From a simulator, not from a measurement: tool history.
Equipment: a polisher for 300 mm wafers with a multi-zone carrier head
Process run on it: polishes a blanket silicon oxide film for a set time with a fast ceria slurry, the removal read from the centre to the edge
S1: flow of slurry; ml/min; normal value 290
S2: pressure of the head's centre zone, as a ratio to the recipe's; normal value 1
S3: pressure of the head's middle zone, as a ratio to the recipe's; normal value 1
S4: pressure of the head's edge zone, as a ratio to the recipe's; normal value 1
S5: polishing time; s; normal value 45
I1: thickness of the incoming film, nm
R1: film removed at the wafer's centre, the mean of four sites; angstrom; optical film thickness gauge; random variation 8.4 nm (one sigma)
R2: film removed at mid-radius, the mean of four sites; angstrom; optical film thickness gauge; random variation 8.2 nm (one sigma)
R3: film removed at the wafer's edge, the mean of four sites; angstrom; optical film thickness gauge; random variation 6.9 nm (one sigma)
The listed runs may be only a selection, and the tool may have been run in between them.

run    hour   S1    S2    S3    S4  S5      I1    R1    R2    R3
  1       0  290     1     1  0.95  45  1779.3  5734  5661  5360
  2    68.3  290     1     1  0.95  45  1817.3  5568  5540  5209
  3   123.5  290     1     1  0.95  45  1812.1  5430  5259  5038
      132.3  -- edge zone pressure recalibrated
      155.2  -- centre zone pressure recalibrated
      170.6  -- worn pad replaced by a new one
      179.9  -- slurry nozzle cleaned
  4   180.4  290     1     1     1  45  1821.3  5856  5703  5577
      228.8  -- carrier head's membrane replaced by a new one
      454.6  -- worn pad replaced by a new one
  5   485.7  290     1     1     1  45  1796.6  5604  5731  5654
      551.6  -- edge zone pressure recalibrated
  6   561.2  290     1  0.95     1  45  1838.5  5596  5479  5525
  7   639.2  290     1  0.95     1  45  1847.2  5461  5123  5374
      682.5  -- slurry nozzle cleaned
      712.3  -- worn pad replaced by a new one
  8   712.8  290  1.07     1     1  45  1833.5  6055  5788  5650
      778.4  -- centre zone pressure recalibrated
  9   785.8  290     1     1     1  45  1817.3  5543  5796  5556
      811.5  -- carrier head's membrane replaced by a new one
 10   872.4  375  1.03  1.09     1  56  1793.7  7169  7560  6861
 11   913.4  290     1     1  0.97  45  1783.8  5574  5437  5374
      964.1  -- edge zone pressure recalibrated
 12   983.4  290  0.93  1.04     1  45  1818.2  4957  5337  5172
        992  -- worn pad replaced by a new one
 13  1071.1  290     1     1   0.9  35  1794.1  4441  4399  4219
 14  1154.3  290     1     1     1  45  1781.3  5633  5586  5508
     1222.1  -- slurry nozzle cleaned
 15  1244.4  290     1  0.94     1  52  1823.9  6230  5857  6193
     1250.3  -- worn pad replaced by a new one
 16  1333.9  355     1     1   1.1  45  1800.9  5871  5746  6042
     1399.1  -- edge zone pressure recalibrated
 17  1400.7  290     1     1     1  45  1839.9  5609  5698  5615
     1437.7  -- centre zone pressure recalibrated
     1483.4  -- carrier head's membrane replaced by a new one
 18  1505.2  290     1  1.05  1.09  52  1778.7  6042  6276  6446

Each row is a separate what-if for the run after 18, all from the same tool condition, not one after another. Results?
  A  1505.6  290    1   1     1  45  1809.8   ?   ?   ?
  B  1505.6  210  1.1   1     1  58  1809.8   ?   ?   ?
  C  1505.6  290  1.1   1     1  45  1809.8   ?   ?   ?
  D  1505.6  290    1   1  1.08  45  1809.8   ?   ?   ?

run    R1    R2    R3
  A  5402  5326  5232
  B  7242  6670  6601
  C  5798  5323  5232
  D  5402  5325  5434
Without the tool's unlogged condition, the same runs would have read:
run    R1    R2    R3
  A  5799  5717  5617
  B  7775  7160  7087
  C  6224  5715  5617
  D  5799  5717  5834

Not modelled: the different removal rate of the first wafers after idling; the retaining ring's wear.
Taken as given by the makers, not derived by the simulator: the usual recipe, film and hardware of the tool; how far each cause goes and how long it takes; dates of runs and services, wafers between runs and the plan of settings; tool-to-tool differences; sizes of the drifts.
